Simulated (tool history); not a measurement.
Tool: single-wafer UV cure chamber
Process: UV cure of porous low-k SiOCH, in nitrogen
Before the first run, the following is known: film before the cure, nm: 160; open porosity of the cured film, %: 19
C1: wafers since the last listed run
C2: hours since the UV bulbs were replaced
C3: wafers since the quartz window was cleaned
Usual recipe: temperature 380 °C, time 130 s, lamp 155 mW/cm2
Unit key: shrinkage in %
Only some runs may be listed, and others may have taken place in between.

Run 1, hour 0: usual settings; C1 0; C2 1422.5; C3 1498. Result: shrinkage 11.764 %.
Run 2, hour 9.6: usual settings; C1 60; C2 1432.1; C3 1558. Result: shrinkage 11.485 %.
Run 3, hour 22.8: usual settings; C1 83; C2 1445.3; C3 1642. Result: shrinkage 11.839 %.
Run 4, hour 30.7: usual settings; C1 49; C2 1453.2; C3 1692. Result: shrinkage 11.661 %.
Run 5, hour 45.5: usual settings; C1 93; C2 1468; C3 1785. Result: shrinkage 11.247 %.
Run 6, hour 54.2: usual settings; C1 54; C2 1476.7; C3 1840. Result: shrinkage 11.474 %.
Run 7, hour 63: usual settings; C1 55; C2 1485.5; C3 1896. Result: shrinkage 11.173 %.
Run 8, hour 69.9: usual settings; C1 43; C2 1492.4; C3 1939. Result: shrinkage 11.687 %.
Run 9, hour 76.5: usual settings; C1 41; C2 1499; C3 1981. Result: shrinkage 11.677 %.
Run 10, hour 84.3: usual settings; C1 49; C2 1506.8; C3 2030. Result: shrinkage 11.307 %.
Run 11, hour 90.8: usual settings; C1 41; C2 1513.3; C3 2071. Result: shrinkage 11.604 %.
Run 12, hour 101.4: usual settings but time 90 s, lamp 128 mW/cm2; C1 66; C2 1523.9; C3 2138. Result: shrinkage 9.079 %.
Run 13, hour 111.8: usual settings but time 90 s, lamp 128 mW/cm2; C1 65; C2 1534.3; C3 2204. Result: shrinkage 8.831 %.
Run 14, hour 119.7: usual settings but time 90 s, lamp 128 mW/cm2; C1 49; C2 1542.2; C3 2254. Result: shrinkage 8.971 %.
Run 15, hour 132.5: usual settings but temperature 392 °C; C1 80; C2 1555; C3 2335. Result: shrinkage 11.61 %.
Run 16, hour 140.7: usual settings but time 110 s, lamp 137 mW/cm2; C1 51; C2 1563.2; C3 2386. Result: shrinkage 10.201 %.
Run 17, hour 149: usual settings but temperature 369 °C, time 65 s, lamp 195 mW/cm2; C1 52; C2 1571.5; C3 2439. Result: shrinkage 9.086 %.
Run 18, hour 175.1: usual settings but temperature 370 °C, time 50 s, lamp 134 mW/cm2; C1 164; C2 1597.6; C3 2604. Result: shrinkage 6.697 %.
Run 19, hour 187.8: usual settings; C1 80; C2 1610.3; C3 2684. Result: shrinkage 11.355 %.
Run 20, hour 194.7: usual settings but temperature 387 °C, time 65 s, lamp 123 mW/cm2; C1 43; C2 1617.2; C3 2728. Result: shrinkage 7.454 %.
Run 21, hour 208.1: usual settings but time 155 s, lamp 142 mW/cm2; C1 84; C2 1630.6; C3 2812. Result: shrinkage 11.737 %.
Run 22, hour 225.2: usual settings but temperature 364 °C; C1 108; C2 1647.7; C3 2920. Result: shrinkage 11.145 %.
Run 23, hour 237.5: usual settings but time 85 s; C1 77; C2 1660; C3 2998. Result: shrinkage 9.512 %.
At hour 249.6: quartz window cleaned.
At hour 262.8: UV bulbs replaced.
Run 24, hour 263.3: usual settings; C1 61; C2 0.5; C3 36. Result: shrinkage 11.352 %.
Run 25, hour 269.3: usual settings; C1 37; C2 6.5; C3 74. Result: shrinkage 11.543 %.
Run 26, hour 279.6: usual settings but time 180 s, lamp 134 mW/cm2; C1 65; C2 16.8; C3 139. Result: shrinkage 12.327 %.
Run 27, hour 295.6: usual settings but temperature 389 °C; C1 101; C2 32.8; C3 240. Result: shrinkage 11.645 %.
Run 28, hour 306.5: usual settings; C1 68; C2 43.7; C3 309. Result: shrinkage 11.596 %.
Run 29, hour 320.4: usual settings; C1 87; C2 57.6; C3 396. Result: shrinkage 11.697 %.
Run 30, hour 326.7: usual settings but temperature 394 °C, time 175 s, lamp 169 mW/cm2; C1 39; C2 63.9; C3 436. Result: shrinkage 13.43 %.
Run 31, hour 341.3: usual settings but time 190 s; C1 92; C2 78.5; C3 528. Result: shrinkage 13.294 %.

Exercise: give the hidden state of the tool at every run:
lamp output below its setpoint, %: 0 across all the runs
transmission lost against a clean window, %: 0 across all the runs
